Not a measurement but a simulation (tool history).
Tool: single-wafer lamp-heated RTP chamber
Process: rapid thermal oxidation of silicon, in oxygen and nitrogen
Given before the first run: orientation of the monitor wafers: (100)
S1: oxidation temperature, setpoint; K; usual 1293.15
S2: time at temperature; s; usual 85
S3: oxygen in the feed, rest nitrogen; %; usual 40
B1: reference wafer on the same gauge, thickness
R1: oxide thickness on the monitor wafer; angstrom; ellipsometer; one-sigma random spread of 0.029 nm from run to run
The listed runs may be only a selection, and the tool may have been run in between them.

Run 1, hour 0: usual settings but S1 1307.15 K; B1 6.295. Result: R1 66.21 angstrom.
Run 2, hour 55.1: usual settings but S3 23 %; B1 6.291. Result: R1 50.26 angstrom.
Run 3, hour 108.2: usual settings but S3 23 %; B1 6.293. Result: R1 50.24 angstrom.
Run 4, hour 164.1: usual settings but S3 23 %; B1 6.284. Result: R1 50.56 angstrom.
At hour 252.1: gauge calibrated.
Run 5, hour 271.8: usual settings but S1 1300.15 K; B1 6.296. Result: R1 63.91 angstrom.
Run 6, hour 364.5: usual settings; B1 6.284. Result: R1 60.62 angstrom.
At hour 431.4: pyrometer window cleaned and pyrometer calibrated.
Run 7, hour 465: usual settings; B1 6.29. Result: R1 59.09 angstrom.
Run 8, hour 545.3: usual settings; B1 6.291. Result: R1 60.48 angstrom.
Run 9, hour 646.7: usual settings but S2 73 s, S3 48 %; B1 6.294. Result: R1 59.65 angstrom.
Run 10, hour 738.9: usual settings; B1 6.288. Result: R1 60.58 angstrom.
Run 11, hour 831.9: usual settings; B1 6.285. Result: R1 60.25 angstrom.
At hour 856.1: pyrometer window cleaned and pyrometer calibrated.
Run 12, hour 879.2: usual settings; B1 6.287. Result: R1 59.38 angstrom.
Run 13, hour 972: usual settings; B1 6.289. Result: R1 60.11 angstrom.
At hour 1078: oxygen flow controller replaced.
Run 14, hour 1078.5: usual settings; B1 6.285. Result: R1 60.18 angstrom.
Run 15, hour 1112.5: usual settings; B1 6.29. Result: R1 60.61 angstrom.
Run 16, hour 1198: usual settings but S1 1320.15 K, S2 50 s, S3 29 %; B1 6.289. Result: R1 51.7 angstrom.
Run 17, hour 1291.6: usual settings but S2 61 s, S3 31 %; B1 6.283. Result: R1 48.06 angstrom.
Run 18, hour 1331: usual settings; B1 6.288. Result: R1 61.01 angstrom.
At hour 1342.8: pyrometer window cleaned and pyrometer calibrated.
At hour 1381.7: gauge calibrated.
Run 19, hour 1418: usual settings but S1 1278.15 K, S2 125 s, S3 59 %; B1 6.289. Result: R1 72.24 angstrom.
Run 20, hour 1481.6: usual settings but S1 1269.15 K, S2 64 s; B1 6.298. Result: R1 45.18 angstrom.
Run 21, hour 1528.6: usual settings; B1 6.297. Result: R1 60.65 angstrom.
Run 22, hour 1625.2: usual settings but S1 1316.15 K, S3 29 %; B1 6.299. Result: R1 62.99 angstrom.
Run 23, hour 1667.2: usual settings but S2 58 s, S3 61 %; B1 6.289. Result: R1 58.96 angstrom.
Run 24, hour 1739: usual settings but S1 1282.15 K, S2 111 s, S3 66 %; B1 6.29. Result: R1 75.04 angstrom.

Run 25 comes next. What will it give?
At hour 1776: pyrometer window cleaned and pyrometer calibrated.
Run 25, hour 1787.7: usual settings but S2 125 s; B1 ?. Result: R1 ?.

Run 25 produced B1 6.292, R1 70.51 angstrom.
If the tool had no hidden condition, the same run with the same run-to-run variation would have returned R1 70.35 angstrom.
